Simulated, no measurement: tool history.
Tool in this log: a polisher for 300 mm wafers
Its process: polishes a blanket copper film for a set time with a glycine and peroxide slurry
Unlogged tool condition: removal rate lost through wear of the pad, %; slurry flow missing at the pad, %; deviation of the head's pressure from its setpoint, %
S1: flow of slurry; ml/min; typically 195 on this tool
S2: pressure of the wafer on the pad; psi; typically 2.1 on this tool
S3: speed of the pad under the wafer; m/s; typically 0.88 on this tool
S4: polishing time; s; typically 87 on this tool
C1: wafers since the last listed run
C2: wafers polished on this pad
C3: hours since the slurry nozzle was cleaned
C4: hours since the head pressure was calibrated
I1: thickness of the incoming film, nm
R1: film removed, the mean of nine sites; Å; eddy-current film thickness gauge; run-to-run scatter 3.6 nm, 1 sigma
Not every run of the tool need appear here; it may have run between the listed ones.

run 1 hour=0.0 | S1=195 S2=2.7 S3=0.88 S4=87 | C1=0 C2=473 C3=343.2 C4=901.9 | I1=1243.3 | R1=3808
run 2 hour=68.2 | S1=195 S2=1.9 S3=0.88 S4=87 | C1=602 C2=1076 C3=411.4 C4=970.1 | I1=1234.2 | R1=2873
-- hour=144.5 head pressure recalibrated
run 3 hour=160.3 | S1=195 S2=1.9 S3=0.88 S4=87 | C1=795 C2=1871 C3=503.5 C4=15.8 | I1=1207.2 | R1=3075
run 4 hour=240.1 | S1=195 S2=1.9 S3=0.88 S4=87 | C1=704 C2=2576 C3=583.3 C4=95.6 | I1=1225.9 | R1=3055
run 5 hour=290.8 | S1=230 S2=2.1 S3=0.88 S4=87 | C1=447 C2=3024 C3=634.0 C4=146.3 | I1=1228.6 | R1=3311
run 6 hour=353.5 | S1=230 S2=2.1 S3=0.88 S4=87 | C1=553 C2=3578 C3=696.7 C4=209.0 | I1=1223.2 | R1=3277
-- hour=391.4 slurry nozzle cleaned
run 7 hour=399.6 | S1=195 S2=2.1 S3=0.88 S4=87 | C1=398 C2=3976 C3=8.2 C4=255.1 | I1=1205.2 | R1=3220
run 8 hour=495.7 | S1=195 S2=2.1 S3=0.88 S4=87 | C1=848 C2=4825 C3=104.3 C4=351.2 | I1=1225.3 | R1=3217
run 9 hour=533.6 | S1=195 S2=2.1 S3=0.88 S4=87 | C1=334 C2=5160 C3=142.2 C4=389.1 | I1=1226.9 | R1=3222
run 10 hour=575.4 | S1=195 S2=2.1 S3=0.88 S4=87 | C1=369 C2=5529 C3=184.0 C4=430.9 | I1=1205.3 | R1=3184
run 11 hour=644.0 | S1=195 S2=2.1 S3=0.88 S4=87 | C1=605 C2=6135 C3=252.6 C4=499.5 | I1=1218.1 | R1=3218
-- hour=665.3 worn pad replaced by a new one
run 12 hour=714.8 | S1=195 S2=2.1 S3=0.88 S4=87 | C1=590 C2=436 C3=323.4 C4=570.3 | I1=1210.5 | R1=3199
run 13 hour=791.2 | S1=195 S2=2.1 S3=0.88 S4=87 | C1=674 C2=1111 C3=399.8 C4=646.7 | I1=1223.2 | R1=3151
run 14 hour=872.2 | S1=195 S2=2.1 S3=0.88 S4=77 | C1=715 C2=1827 C3=480.8 C4=727.7 | I1=1213.5 | R1=2873
run 15 hour=908.3 | S1=195 S2=2.1 S3=0.74 S4=77 | C1=318 C2=2146 C3=516.9 C4=763.8 | I1=1218.7 | R1=2576
run 16 hour=965.9 | S1=195 S2=2.1 S3=0.74 S4=77 | C1=508 C2=2655 C3=574.5 C4=821.4 | I1=1217.9 | R1=2635
run 17 hour=1022.4 | S1=195 S2=2.1 S3=0.74 S4=77 | C1=499 C2=3154 C3=631.0 C4=877.9 | I1=1208.8 | R1=2604
-- hour=1069.1 slurry nozzle cleaned
-- hour=1105.2 head pressure recalibrated
run 18 hour=1335.1 | S1=220 S2=2.4 S3=0.68 S4=87 | C1=2735 C2=5889 C3=266.0 C4=229.9 | I1=1220.0 | R1=2940
-- hour=1349.7 worn pad replaced by a new one
run 19 hour=1406.0 | S1=195 S2=2.1 S3=0.88 S4=87 | C1=590 C2=497 C3=336.9 C4=300.8 | I1=1213.4 | R1=2951
-- hour=1510.8 head pressure recalibrated, repeated, since the last time left the tool worse
run 20 hour=1588.6 | S1=245 S2=2.8 S3=0.80 S4=103 | C1=1595 C2=2092 C3=519.5 C4=77.8 | I1=1215.3 | R1=4742
run 21 hour=1678.3 | S1=195 S2=2.1 S3=1.12 S4=117 | C1=792 C2=2885 C3=609.2 C4=167.5 | I1=1221.0 | R1=4930
-- hour=1756.5 slurry nozzle cleaned
run 22 hour=1763.6 | S1=150 S2=2.1 S3=0.72 S4=87 | C1=744 C2=3629 C3=7.1 C4=252.8 | I1=1215.0 | R1=2869
run 23 hour=1827.1 | S1=195 S2=1.6 S3=0.88 S4=95 | C1=560 C2=4190 C3=70.6 C4=316.3 | I1=1220.9 | R1=2907
run 24 hour=1868.9 | S1=140 S2=2.5 S3=0.68 S4=68 | C1=369 C2=4560 C3=112.4 C4=358.1 | I1=1233.9 | R1=2499
-- hour=1967.6 worn pad replaced by a new one
run 25 hour=1976.0 | S1=250 S2=2.1 S3=0.98 S4=108 | C1=910 C2=74 C3=219.5 C4=465.2 | I1=1201.9 | R1=4203

Run 26 is up next; what results do you expect?
run 26 hour=2074.5 | S1=170 S2=1.6 S3=1.10 S4=99 | C1=870 C2=944 C3=318.0 C4=563.7 | I1=1216.2 | R1=?

R1: 3279 Å
If the tool had no hidden condition, the same run with the same run-to-run variation would have returned R1 3413 Å.
